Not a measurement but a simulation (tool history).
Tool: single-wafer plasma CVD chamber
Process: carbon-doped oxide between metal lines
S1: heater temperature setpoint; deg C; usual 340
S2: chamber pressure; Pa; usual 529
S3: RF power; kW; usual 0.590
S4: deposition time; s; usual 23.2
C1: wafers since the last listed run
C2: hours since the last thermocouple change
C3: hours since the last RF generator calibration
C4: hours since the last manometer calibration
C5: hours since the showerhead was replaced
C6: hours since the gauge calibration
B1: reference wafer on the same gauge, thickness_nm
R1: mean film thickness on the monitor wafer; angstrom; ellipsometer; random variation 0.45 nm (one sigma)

| run | hour | S1 | S2 | S3 | S4 | C1 | C2 | C3 | C4 | C5 | C6 | B1 | R1 |
|---|---|---|---|---|---|---|---|---|---|---|---|---|---|
| 1 | 0.0 | 340 | 529 | 0.650 | 23.2 | 0 | 2432.7 | 853.8 | 2287.5 | 3421.0 | 1450.7 | 159.162 | 1469.76 |
| 2 | 100.1 | 340 | 529 | 0.590 | 25.7 | 1923 | 2532.8 | 953.9 | 2387.6 | 3521.1 | 1550.8 | 159.065 | 1508.95 |
| 3 | 174.0 | 340 | 529 | 0.590 | 25.7 | 1419 | 2606.7 | 1027.8 | 2461.5 | 3595.0 | 1624.7 | 159.085 | 1503.00 |
| 4 | 213.5 | 340 | 529 | 0.590 | 25.7 | 758 | 2646.2 | 1067.3 | 2501.0 | 3634.5 | 1664.2 | 159.049 | 1515.28 |
| 5 | 425.8 | 340 | 615 | 0.590 | 23.2 | 4079 | 2858.5 | 1279.6 | 2713.3 | 3846.8 | 1876.5 | 159.124 | 1402.79 |
|  | 428.1 | gauge calibrated |
| 6 | 532.5 | 340 | 615 | 0.590 | 23.2 | 2050 | 2965.2 | 1386.3 | 2820.0 | 3953.5 | 104.4 | 159.133 | 1394.21 |
|  | 579.0 | capacitance manometer re-zeroed and calibrated |
| 7 | 619.7 | 340 | 485 | 0.590 | 23.2 | 1521 | 3052.4 | 1473.5 | 40.7 | 4040.7 | 191.6 | 158.997 | 1342.10 |
| 8 | 708.0 | 340 | 529 | 0.590 | 20.7 | 1696 | 3140.7 | 1561.8 | 129.0 | 4129.0 | 279.9 | 158.866 | 1219.42 |
|  | 805.1 | RF generator calibrated |
| 9 | 805.6 | 340 | 529 | 0.590 | 20.7 | 1721 | 3238.3 | 0.5 | 226.6 | 4226.6 | 377.5 | 158.977 | 1225.11 |
|  | 832.9 | thermocouple changed; heater temperature recalibrated |
| 10 | 868.6 | 349 | 529 | 0.545 | 26.2 | 1056 | 35.7 | 63.5 | 289.6 | 4289.6 | 440.5 | 158.904 | 1400.39 |
| 11 | 930.2 | 347 | 415 | 0.590 | 23.2 | 1183 | 97.3 | 125.1 | 351.2 | 4351.2 | 502.1 | 158.971 | 1296.84 |
| 12 | 1011.6 | 340 | 591 | 0.590 | 19.7 | 1564 | 178.7 | 206.5 | 432.6 | 4432.6 | 583.5 | 159.054 | 1182.81 |
|  | 1054.2 | showerhead replaced |
| 13 | 1076.2 | 340 | 589 | 0.705 | 24.5 | 1087 | 243.3 | 271.1 | 497.2 | 22.0 | 648.1 | 158.914 | 1700.45 |
| 14 | 1177.5 | 346 | 461 | 0.540 | 23.2 | 1946 | 344.6 | 372.4 | 598.5 | 123.3 | 749.4 | 159.037 | 1214.86 |
| 15 | 1261.8 | 340 | 529 | 0.590 | 23.2 | 1619 | 428.9 | 456.7 | 682.8 | 207.6 | 833.7 | 158.964 | 1363.30 |
| 16 | 1352.7 | 340 | 604 | 0.590 | 21.6 | 1746 | 519.8 | 547.6 | 773.7 | 298.5 | 924.6 | 159.135 | 1296.80 |
| 17 | 1411.9 | 340 | 463 | 0.590 | 26.2 | 1137 | 579.0 | 606.8 | 832.9 | 357.7 | 983.8 | 159.022 | 1511.47 |
| 18 | 1450.7 | 345 | 529 | 0.635 | 20.1 | 745 | 617.8 | 645.6 | 871.7 | 396.5 | 1022.6 | 159.145 | 1243.65 |
| 19 | 1519.0 | 340 | 529 | 0.590 | 23.2 | 1312 | 686.1 | 713.9 | 940.0 | 464.8 | 1090.9 | 159.057 | 1366.94 |
| 20 | 1576.9 | 340 | 436 | 0.620 | 26.1 | 1112 | 744.0 | 771.8 | 997.9 | 522.7 | 1148.8 | 159.004 | 1569.93 |
| 21 | 1620.1 | 349 | 445 | 0.700 | 20.6 | 830 | 787.2 | 815.0 | 1041.1 | 565.9 | 1192.0 | 159.137 | 1330.05 |
| 22 | 1723.9 | 335 | 529 | 0.590 | 26.0 | 1994 | 891.0 | 918.8 | 1144.9 | 669.7 | 1295.8 | 159.068 | 1546.99 |

The next listed run, before its measurement:
| 23 | 1808.6 | 340 | 609 | 0.590 | 23.2 | 1627 | 975.7 | 1003.5 | 1229.6 | 754.4 | 1380.5 | ? | ? |

{"run 23": {"B1": 159.038, "R1": 1396.27}}
Without the tool's hidden state the same run would have given R1 1396.27 angstrom.

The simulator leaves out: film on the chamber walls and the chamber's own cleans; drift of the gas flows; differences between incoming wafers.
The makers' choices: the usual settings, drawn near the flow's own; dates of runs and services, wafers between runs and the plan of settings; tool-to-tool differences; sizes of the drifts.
